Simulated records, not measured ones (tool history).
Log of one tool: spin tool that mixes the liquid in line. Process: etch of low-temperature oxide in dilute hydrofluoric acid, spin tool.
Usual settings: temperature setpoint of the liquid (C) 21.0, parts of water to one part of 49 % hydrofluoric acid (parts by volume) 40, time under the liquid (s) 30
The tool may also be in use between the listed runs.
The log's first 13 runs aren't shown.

run	hour	temperature setpoint of the liquid (C)	parts of water to one part of 49 % hydrofluoric acid (parts by volume)	time under the liquid (s)	wafers since the last listed run	hours since the thermometer was replaced	hours since the hydrofluoric acid flow meter was replaced	hours since the gauge calibration	read-back film thickness of the low-temperature oxide reference wafer, read on the same gauge (nm)	thickness taken off the low-temperature oxide on a monitor wafer (angstrom)
14	1001.2	21.0	35	30	1023	572.3	1832.9	4028.1	80.00	208.3
15	1058.1	24.5	40	30	566	629.2	1889.8	4085.0	79.98	207.3
16	1164.3	21.0	35	30	1056	735.4	1996.0	4191.2	79.99	207.8
17	1269.3	23.5	55	50	1044	840.4	2101.0	4296.2	79.99	242.8
18	1325.1	21.0	40	30	555	896.2	2156.8	4352.0	80.01	180.2
# hour 1376.9: gauge calibrated
# hour 1393.3: hydrofluoric acid flow meter replaced
19	1641.6	21.0	40	30	3138	1212.7	248.3	264.7	80.00	176.6
20	1738.2	18.5	55	35	961	1309.3	344.9	361.3	80.00	131.6
# hour 1871.3: thermometer replaced
21	1927.9	21.0	40	30	1877	56.6	534.6	551.0	79.98	175.2
22	1968.5	18.0	30	35	403	97.2	575.2	591.6	80.00	245.3
23	2061.3	17.5	50	40	923	190.0	668.0	684.4	80.00	161.6
24	2129.9	23.5	55	40	682	258.6	736.6	753.0	79.99	189.1
25	2206.5	19.0	50	30	762	335.2	813.2	829.6	80.00	128.7
26	2251.4	24.5	30	20	446	380.1	858.1	874.5	80.01	183.7
27	2334.8	25.5	35	15	829	463.5	941.5	957.9	80.00	124.2
28	2440.1	21.0	40	30	1047	568.8	1046.8	1063.2	80.00	181.2
29	2510.5	24.5	45	20	700	639.2	1117.2	1133.6	80.00	121.7
30	2558.5	21.0	60	30	477	687.2	1165.2	1181.6	80.01	117.2
31	2602.0	21.0	40	30	432	730.7	1208.7	1225.1	80.01	178.5

Forecast each of these 5 alternatives for the next run:
A	2602.4	21.0	40	20	3	731.1	1209.1	1225.5	?	?
B	2602.4	17.0	50	15	3	731.1	1209.1	1225.5	?	?
C	2602.4	17.0	40	30	3	731.1	1209.1	1225.5	?	?
D	2602.4	17.0	50	45	3	731.1	1209.1	1225.5	?	?
E	2602.4	17.0	20	20	3	731.1	1209.1	1225.5	?	?

run	read-back film thickness of the low-temperature oxide reference wafer, read on the same gauge (nm)	thickness taken off the low-temperature oxide on a monitor wafer (angstrom)
A	80.01	119.8
B	80.01	59.8
C	80.01	151.2
D	80.01	179.5
E	80.01	205.9
Without the tool's hidden state the same runs would have given:
run	thickness taken off the low-temperature oxide on a monitor wafer (angstrom)
A	115.4
B	57.6
C	145.7
D	172.8
E	198.6
